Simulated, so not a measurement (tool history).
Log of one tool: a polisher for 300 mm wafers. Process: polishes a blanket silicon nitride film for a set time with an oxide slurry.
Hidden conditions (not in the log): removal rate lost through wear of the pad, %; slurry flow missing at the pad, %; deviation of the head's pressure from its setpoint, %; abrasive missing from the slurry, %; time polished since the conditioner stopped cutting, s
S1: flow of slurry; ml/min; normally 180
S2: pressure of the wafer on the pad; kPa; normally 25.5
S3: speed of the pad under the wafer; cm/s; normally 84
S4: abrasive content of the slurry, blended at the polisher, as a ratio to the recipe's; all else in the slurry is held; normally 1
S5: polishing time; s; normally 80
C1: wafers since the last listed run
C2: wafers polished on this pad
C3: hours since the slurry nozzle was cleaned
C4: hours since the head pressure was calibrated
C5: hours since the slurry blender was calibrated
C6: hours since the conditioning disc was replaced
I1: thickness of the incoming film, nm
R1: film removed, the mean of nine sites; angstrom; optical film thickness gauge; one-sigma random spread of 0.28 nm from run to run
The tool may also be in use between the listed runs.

{"run": 1, "hour": 0.0, "S1": 180, "S2": 25.5, "S3": 84, "S4": 0.9, "S5": 80, "C1": 0, "C2": 680, "C3": 601.6, "C4": 540.1, "C5": 307, "C6": 429.6, "I1": 356.8, "R1": 362}
{"hour": 0.9, "done": "worn pad replaced by a new one"}
{"run": 2, "hour": 8.4, "S1": 180, "S2": 25.5, "S3": 84, "S4": 1, "S5": 61, "C1": 91, "C2": 91, "C3": 610, "C4": 548.5, "C5": 315.4, "C6": 438, "I1": 359.7, "R1": 311}
{"run": 3, "hour": 48.5, "S1": 180, "S2": 25.5, "S3": 84, "S4": 1, "S5": 61, "C1": 491, "C2": 582, "C3": 650.1, "C4": 588.6, "C5": 355.5, "C6": 478.1, "I1": 363, "R1": 297}
{"run": 4, "hour": 55.9, "S1": 180, "S2": 25.5, "S3": 84, "S4": 1, "S5": 80, "C1": 90, "C2": 673, "C3": 657.5, "C4": 596, "C5": 362.9, "C6": 485.5, "I1": 358.6, "R1": 386}
{"run": 5, "hour": 62.9, "S1": 180, "S2": 25.5, "S3": 84, "S4": 1, "S5": 87, "C1": 85, "C2": 759, "C3": 664.5, "C4": 603, "C5": 369.9, "C6": 492.5, "I1": 357.6, "R1": 411}
{"hour": 67.4, "done": "worn pad replaced by a new one"}
{"run": 6, "hour": 69.6, "S1": 180, "S2": 25.5, "S3": 84, "S4": 1, "S5": 87, "C1": 33, "C2": 27, "C3": 671.2, "C4": 609.7, "C5": 376.6, "C6": 499.2, "I1": 356.7, "R1": 444}
{"run": 7, "hour": 79.8, "S1": 180, "S2": 25.5, "S3": 84, "S4": 1, "S5": 80, "C1": 124, "C2": 151, "C3": 681.4, "C4": 619.9, "C5": 386.8, "C6": 509.4, "I1": 357.9, "R1": 404}
{"run": 8, "hour": 97.3, "S1": 180, "S2": 25.5, "S3": 84, "S4": 1, "S5": 80, "C1": 214, "C2": 366, "C3": 698.9, "C4": 637.4, "C5": 404.3, "C6": 526.9, "I1": 356.2, "R1": 399}
{"run": 9, "hour": 105.8, "S1": 180, "S2": 25.5, "S3": 84, "S4": 1, "S5": 80, "C1": 104, "C2": 470, "C3": 707.4, "C4": 645.9, "C5": 412.8, "C6": 535.4, "I1": 354.7, "R1": 396}
{"run": 10, "hour": 115.2, "S1": 180, "S2": 25.5, "S3": 84, "S4": 1, "S5": 80, "C1": 115, "C2": 585, "C3": 716.8, "C4": 655.3, "C5": 422.2, "C6": 544.8, "I1": 362.9, "R1": 392}
{"hour": 123.1, "done": "head pressure recalibrated"}
{"hour": 125.5, "done": "worn pad replaced by a new one"}
{"run": 11, "hour": 126.0, "S1": 180, "S2": 25.5, "S3": 90, "S4": 1, "S5": 80, "C1": 78, "C2": 5, "C3": 727.6, "C4": 2.9, "C5": 433, "C6": 555.6, "I1": 358.6, "R1": 430}
{"run": 12, "hour": 142.2, "S1": 180, "S2": 25.5, "S3": 90, "S4": 1, "S5": 80, "C1": 198, "C2": 204, "C3": 743.8, "C4": 19.1, "C5": 449.2, "C6": 571.8, "I1": 360.2, "R1": 428}
{"hour": 148.4, "done": "conditioning disc replaced and pad reconditioned"}
{"run": 13, "hour": 149.5, "S1": 180, "S2": 25.5, "S3": 84, "S4": 1, "S5": 80, "C1": 64, "C2": 269, "C3": 751.1, "C4": 26.4, "C5": 456.5, "C6": 1.1, "I1": 362, "R1": 406}
{"run": 14, "hour": 163.6, "S1": 180, "S2": 31.7, "S3": 84, "S4": 0.85, "S5": 80, "C1": 172, "C2": 442, "C3": 765.2, "C4": 40.5, "C5": 470.6, "C6": 15.2, "I1": 358.2, "R1": 455}
{"hour": 170.0, "done": "slurry blender recalibrated"}
{"run": 15, "hour": 172.2, "S1": 180, "S2": 31.7, "S3": 84, "S4": 1, "S5": 80, "C1": 80, "C2": 522, "C3": 773.8, "C4": 49.1, "C5": 2.2, "C6": 23.8, "I1": 360.9, "R1": 491}
{"hour": 179.8, "done": "worn pad replaced by a new one"}
{"run": 16, "hour": 180.3, "S1": 180, "S2": 25.5, "S3": 84, "S4": 1.3, "S5": 80, "C1": 50, "C2": 6, "C3": 781.9, "C4": 57.2, "C5": 10.3, "C6": 31.9, "I1": 365.2, "R1": 452}
{"run": 17, "hour": 196.8, "S1": 180, "S2": 25.5, "S3": 84, "S4": 1, "S5": 80, "C1": 202, "C2": 208, "C3": 798.4, "C4": 73.7, "C5": 26.8, "C6": 48.4, "I1": 364.9, "R1": 408}
{"run": 18, "hour": 205.1, "S1": 180, "S2": 25.5, "S3": 84, "S4": 1.3, "S5": 96, "C1": 101, "C2": 310, "C3": 806.7, "C4": 82, "C5": 35.1, "C6": 56.7, "I1": 360.8, "R1": 542}
{"hour": 214.3, "done": "slurry nozzle cleaned"}
{"run": 19, "hour": 214.7, "S1": 180, "S2": 25.5, "S3": 84, "S4": 1, "S5": 87, "C1": 105, "C2": 415, "C3": 0.4, "C4": 91.6, "C5": 44.7, "C6": 66.3, "I1": 359.4, "R1": 435}
{"run": 20, "hour": 226.2, "S1": 180, "S2": 25.5, "S3": 84, "S4": 1, "S5": 64, "C1": 140, "C2": 556, "C3": 11.9, "C4": 103.1, "C5": 56.2, "C6": 77.8, "I1": 361.1, "R1": 311}
{"hour": 234.0, "done": "worn pad replaced by a new one"}
{"run": 21, "hour": 240.4, "S1": 180, "S2": 29.6, "S3": 56, "S4": 1.25, "S5": 107, "C1": 124, "C2": 77, "C3": 26.1, "C4": 117.3, "C5": 70.4, "C6": 92, "I1": 365.2, "R1": 574}
{"run": 22, "hour": 273.7, "S1": 145, "S2": 33.1, "S3": 84, "S4": 1.2, "S5": 66, "C1": 407, "C2": 485, "C3": 59.4, "C4": 150.6, "C5": 103.7, "C6": 125.3, "I1": 356, "R1": 448}
{"hour": 289.8, "done": "worn pad replaced by a new one"}
{"run": 23, "hour": 291.0, "S1": 180, "S2": 25.5, "S3": 64, "S4": 1.25, "S5": 80, "C1": 162, "C2": 14, "C3": 76.7, "C4": 167.9, "C5": 121, "C6": 142.6, "I1": 359, "R1": 395}
{"run": 24, "hour": 306.7, "S1": 180, "S2": 20.7, "S3": 84, "S4": 1, "S5": 80, "C1": 192, "C2": 206, "C3": 92.4, "C4": 183.6, "C5": 136.7, "C6": 158.3, "I1": 364.8, "R1": 328}
{"run": 25, "hour": 316.4, "S1": 200, "S2": 32.4, "S3": 64, "S4": 1, "S5": 69, "C1": 118, "C2": 325, "C3": 102.1, "C4": 193.3, "C5": 146.4, "C6": 168, "I1": 356.7, "R1": 388}

Here are 4 independent what-if runs from the current tool condition. What would each one return?
{"run": "A", "hour": 316.9, "S1": 180, "S2": 18.6, "S3": 84, "S4": 1, "S5": 80, "C1": 6, "C2": 331, "C3": 102.6, "C4": 193.8, "C5": 146.9, "C6": 168.5, "I1": 356.2, "R1": "?"}
{"run": "B", "hour": 316.9, "S1": 180, "S2": 33.1, "S3": 112, "S4": 1.25, "S5": 56, "C1": 6, "C2": 331, "C3": 102.6, "C4": 193.8, "C5": 146.9, "C6": 168.5, "I1": 356.2, "R1": "?"}
{"run": "C", "hour": 316.9, "S1": 180, "S2": 25.5, "S3": 104, "S4": 1, "S5": 80, "C1": 6, "C2": 331, "C3": 102.6, "C4": 193.8, "C5": 146.9, "C6": 168.5, "I1": 356.2, "R1": "?"}
{"run": "D", "hour": 316.9, "S1": 180, "S2": 25.5, "S3": 58, "S4": 1, "S5": 107, "C1": 6, "C2": 331, "C3": 102.6, "C4": 193.8, "C5": 146.9, "C6": 168.5, "I1": 356.2, "R1": "?"}

run=A R1=293
run=B R1=470
run=C R1=452
run=D R1=448
The same runs, with their run-to-run variation unchanged, on a tool lacking any hidden condition would have given:
run=A R1=299
run=B R1=480
run=C R1=461
run=D R1=457
